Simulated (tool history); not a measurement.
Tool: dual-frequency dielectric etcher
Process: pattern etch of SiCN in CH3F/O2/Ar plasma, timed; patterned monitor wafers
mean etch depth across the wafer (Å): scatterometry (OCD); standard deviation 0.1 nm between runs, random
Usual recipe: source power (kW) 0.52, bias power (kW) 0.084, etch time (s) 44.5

run    hour  source power (kW)  bias power (kW)  etch time (s)  wafers since the last listed run  hours since the last wet clean  hours since the last source power generator calibration  hours since the last bias power generator calibration  hours since the last upper electrode change  hours since the gauge calibration  read-back reference wafer on the same gauge, depth_nm  mean etch depth across the wafer (Å)
  1       0               0.52            0.084           44.5                                 0                             392                                                   3569.7                                                  655.4                                       1498.1                              864.6                                                  21.82                                   174
  2    60.6               0.52            0.084           44.5                               791                           452.6                                                   3630.3                                                    716                                       1558.7                              925.2                                                   21.8                                 174.4
         96  -- wet clean of the chamber
  3   115.7               0.52            0.084           44.5                               406                            19.7                                                   3685.4                                                  771.1                                       1613.8                              980.3                                                  21.81                                 182.2
  4   218.9               0.52            0.084           44.5                              1348                           122.9                                                   3788.6                                                  874.3                                         1717                             1083.5                                                  21.82                                 180.5
  5   290.4               0.52            0.084           44.5                               934                           194.4                                                   3860.1                                                  945.8                                       1788.5                               1155                                                   21.8                                 179.8
  6   331.9               0.52            0.084           44.5                               542                           235.9                                                   3901.6                                                  987.3                                         1830                             1196.5                                                  21.81                                 179.5
  7   430.7               0.52            0.084           44.5                              1290                           334.7                                                   4000.4                                                 1086.1                                       1928.8                             1295.3                                                  21.79                                 177.6
  8   473.2               0.52            0.084           44.5                               555                           377.2                                                   4042.9                                                 1128.6                                       1971.3                             1337.8                                                  21.81                                 176.9
      592.5  -- wet clean of the chamber
      685.6  -- source power generator calibrated
      764.7  -- gauge calibrated
  9   775.3               0.52            0.084           44.5                              3581                           182.8                                                     89.7                                                 1430.7                                       2273.4                               10.6                                                  21.79                                 177.4
 10   834.2               0.52            0.084           44.5                               769                           241.7                                                    148.6                                                 1489.6                                       2332.3                               69.5                                                  21.79                                 176.6
 11     895               0.52            0.075             41                               794                           302.5                                                    209.4                                                 1550.4                                       2393.1                              130.3                                                  21.84                                   157
 12  1012.4               0.52            0.084           44.5                              1533                           419.9                                                    326.8                                                 1667.8                                       2510.5                              247.7                                                   21.8                                 175.7
 13    1075               0.65            0.084           51.5                               817                           482.5                                                    389.4                                                 1730.4                                       2573.1                              310.3                                                   21.8                                 222.3
     1118.5  -- wet clean of the chamber
 14    1119               0.52            0.093           44.5                               261                             0.5                                                    433.4                                                 1774.4                                       2617.1                              354.3                                                  21.78                                 190.1
     1175.5  -- upper electrode replaced
 15  1181.2               0.52            0.076           44.5                               499                            62.7                                                    495.6                                                 1836.6                                          5.7                              416.5                                                  21.77                                 175.4
 16  1276.2               0.41            0.095           50.5                              1241                           157.7                                                    590.6                                                 1931.6                                        100.7                              511.5                                                   21.8                                 189.5
     1337.1  -- bias power generator calibrated
 17  1339.8               0.52            0.084           44.5                               778                           221.3                                                    654.2                                                    2.7                                        164.3                              575.1                                                  21.79                                 179.9
 18  1376.2               0.52            0.084           44.5                               475                           257.7                                                    690.6                                                   39.1                                        200.7                              611.5                                                   21.8                                 177.9
 19    1451               0.61            0.097           44.5                               977                           332.5                                                    765.4                                                  113.9                                        275.5                              686.3                                                  21.83                                 198.2
 20  1526.1               0.63            0.075           55.5                               981                           407.6                                                    840.5                                                    189                                        350.6                              761.4                                                   21.8                                 231.9
 21  1590.3               0.47            0.067             56                               838                           471.8                                                    904.7                                                  253.2                                        414.8                              825.6                                                   21.8                                 196.2
     1675.8  -- wet clean of the chamber
 22  1677.8               0.64            0.094             41                               829                               2                                                    992.2                                                  340.7                                        502.3                              913.1                                                  21.77                                 192.2

Predict each of these 4 candidate next runs independently; none follows another, all start after run 22:
  A  1678.2               0.55            0.084           44.5                                 5                             2.4                                                    992.6                                                  341.1                                        502.7                              913.5                                                      ?                                     ?
  B  1678.2               0.44            0.103           40.5                                 5                             2.4                                                    992.6                                                  341.1                                        502.7                              913.5                                                      ?                                     ?
  C  1678.2               0.62            0.067           44.5                                 5                             2.4                                                    992.6                                                  341.1                                        502.7                              913.5                                                      ?                                     ?
  D  1678.2               0.52            0.084           52.5                                 5                             2.4                                                    992.6                                                  341.1                                        502.7                              913.5                                                      ?                                     ?

run  read-back reference wafer on the same gauge, depth_nm  mean etch depth across the wafer (Å)
  A                                                  21.82                                 187.8
  B                                                  21.82                                 164.3
  C                                                  21.82                                 185.6
  D                                                  21.82                                 215.9
Had the tool no hidden state, the same runs would have come out as:
run  mean etch depth across the wafer (Å)
  A                                 188.5
  B                                 164.9
  C                                 186.2
  D                                 216.6
